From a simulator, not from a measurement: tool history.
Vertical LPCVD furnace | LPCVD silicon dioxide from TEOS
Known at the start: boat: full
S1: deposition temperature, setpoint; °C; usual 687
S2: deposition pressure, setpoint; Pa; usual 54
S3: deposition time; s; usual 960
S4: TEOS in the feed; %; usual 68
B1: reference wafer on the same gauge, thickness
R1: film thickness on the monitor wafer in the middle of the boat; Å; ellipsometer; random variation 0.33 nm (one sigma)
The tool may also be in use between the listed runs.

{"run": 1, "hour": 0.0, "S1": 687, "S2": 54, "S3": 960, "S4": 68, "B1": 85.74, "R1": 968.9}
{"run": 2, "hour": 23.3, "S1": 687, "S2": 54, "S3": 960, "S4": 68, "B1": 85.8, "R1": 966.6}
{"run": 3, "hour": 51.7, "S1": 687, "S2": 54, "S3": 960, "S4": 68, "B1": 85.85, "R1": 965.5}
{"run": 4, "hour": 67.1, "S1": 687, "S2": 54, "S3": 960, "S4": 68, "B1": 85.76, "R1": 961.9}
{"run": 5, "hour": 82.0, "S1": 687, "S2": 54, "S3": 960, "S4": 59, "B1": 85.83, "R1": 901.8}
{"run": 6, "hour": 103.9, "S1": 687, "S2": 54, "S3": 960, "S4": 59, "B1": 85.84, "R1": 893.9}
{"run": 7, "hour": 122.6, "S1": 687, "S2": 54, "S3": 960, "S4": 59, "B1": 85.75, "R1": 897.8}
{"run": 8, "hour": 142.4, "S1": 687, "S2": 54, "S3": 840, "S4": 68, "B1": 85.79, "R1": 845.7}
{"run": 9, "hour": 164.5, "S1": 687, "S2": 54, "S3": 840, "S4": 68, "B1": 85.86, "R1": 846.4}
{"run": 10, "hour": 198.0, "S1": 687, "S2": 54, "S3": 720, "S4": 68, "B1": 85.79, "R1": 718.4}
{"run": 11, "hour": 225.3, "S1": 687, "S2": 54, "S3": 720, "S4": 68, "B1": 85.7, "R1": 727}
{"run": 12, "hour": 247.7, "S1": 687, "S2": 54, "S3": 720, "S4": 68, "B1": 85.84, "R1": 723.6}
{"hour": 288.6, "done": "pressure gauge zeroed"}
{"run": 13, "hour": 289.1, "S1": 687, "S2": 54, "S3": 960, "S4": 73, "B1": 85.84, "R1": 991.5}
{"run": 14, "hour": 302.8, "S1": 698, "S2": 59.3, "S3": 1200, "S4": 79, "B1": 85.77, "R1": 1749}
{"run": 15, "hour": 320.2, "S1": 695, "S2": 54, "S3": 780, "S4": 80, "B1": 85.72, "R1": 1011.1}
{"run": 16, "hour": 354.1, "S1": 687, "S2": 48, "S3": 1110, "S4": 74, "B1": 85.75, "R1": 1077.7}
{"run": 17, "hour": 384.0, "S1": 687, "S2": 49.3, "S3": 960, "S4": 79, "B1": 85.74, "R1": 980.1}
{"run": 18, "hour": 415.0, "S1": 687, "S2": 54, "S3": 1290, "S4": 61, "B1": 85.74, "R1": 1214.5}
{"hour": 463.8, "done": "thermocouples replaced and temperature profile calibrated"}
{"hour": 471.3, "done": "pressure gauge zeroed, repeated, since the last time left the tool worse"}
{"run": 19, "hour": 471.8, "S1": 687, "S2": 54, "S3": 960, "S4": 68, "B1": 85.75, "R1": 983.6}
{"run": 20, "hour": 484.0, "S1": 696, "S2": 46.7, "S3": 600, "S4": 81, "B1": 85.86, "R1": 768}
{"run": 21, "hour": 499.9, "S1": 687, "S2": 54, "S3": 960, "S4": 68, "B1": 85.74, "R1": 982.5}
{"run": 22, "hour": 512.7, "S1": 687, "S2": 54, "S3": 690, "S4": 68, "B1": 85.82, "R1": 704.7}
{"hour": 554.9, "done": "TEOS flow controller replaced"}
{"run": 23, "hour": 555.4, "S1": 687, "S2": 54, "S3": 960, "S4": 68, "B1": 85.86, "R1": 974.8}
{"run": 24, "hour": 560.2, "S1": 687, "S2": 54, "S3": 960, "S4": 68, "B1": 85.83, "R1": 977}
{"hour": 560.5, "done": "gauge calibrated"}
{"run": 25, "hour": 573.5, "S1": 687, "S2": 54, "S3": 960, "S4": 68, "B1": 85.82, "R1": 971.6}
{"run": 26, "hour": 589.9, "S1": 683, "S2": 54, "S3": 960, "S4": 68, "B1": 85.8, "R1": 880.9}
{"run": 27, "hour": 617.5, "S1": 680, "S2": 54, "S3": 960, "S4": 68, "B1": 85.79, "R1": 820.3}
{"run": 28, "hour": 638.3, "S1": 687, "S2": 60, "S3": 960, "S4": 68, "B1": 85.75, "R1": 1031.3}
{"run": 29, "hour": 663.2, "S1": 687, "S2": 64, "S3": 960, "S4": 68, "B1": 85.75, "R1": 1064.1}
{"run": 30, "hour": 698.8, "S1": 687, "S2": 54, "S3": 960, "S4": 68, "B1": 85.78, "R1": 972.6}
{"run": 31, "hour": 721.8, "S1": 677, "S2": 50, "S3": 960, "S4": 63, "B1": 85.83, "R1": 707.7}
{"run": 32, "hour": 738.6, "S1": 676, "S2": 47.3, "S3": 960, "S4": 72, "B1": 85.78, "R1": 717.3}

3 ways to go on from here, each from the tool as it stands after run 32. What would each give?
{"run": "A", "hour": 743.4, "S1": 687, "S2": 54, "S3": 960, "S4": 68, "B1": "?", "R1": "?"}
{"run": "B", "hour": 743.4, "S1": 687, "S2": 62, "S3": 960, "S4": 77, "B1": "?", "R1": "?"}
{"run": "C", "hour": 743.4, "S1": 690, "S2": 54, "S3": 960, "S4": 68, "B1": "?", "R1": "?"}

run=A B1=85.78 R1=973.4
run=B B1=85.78 R1=1111
run=C B1=85.78 R1=1045.6
Without the tool's hidden state the same runs would have given:
run=A R1=980.9
run=B R1=1118.4
run=C R1=1053.6

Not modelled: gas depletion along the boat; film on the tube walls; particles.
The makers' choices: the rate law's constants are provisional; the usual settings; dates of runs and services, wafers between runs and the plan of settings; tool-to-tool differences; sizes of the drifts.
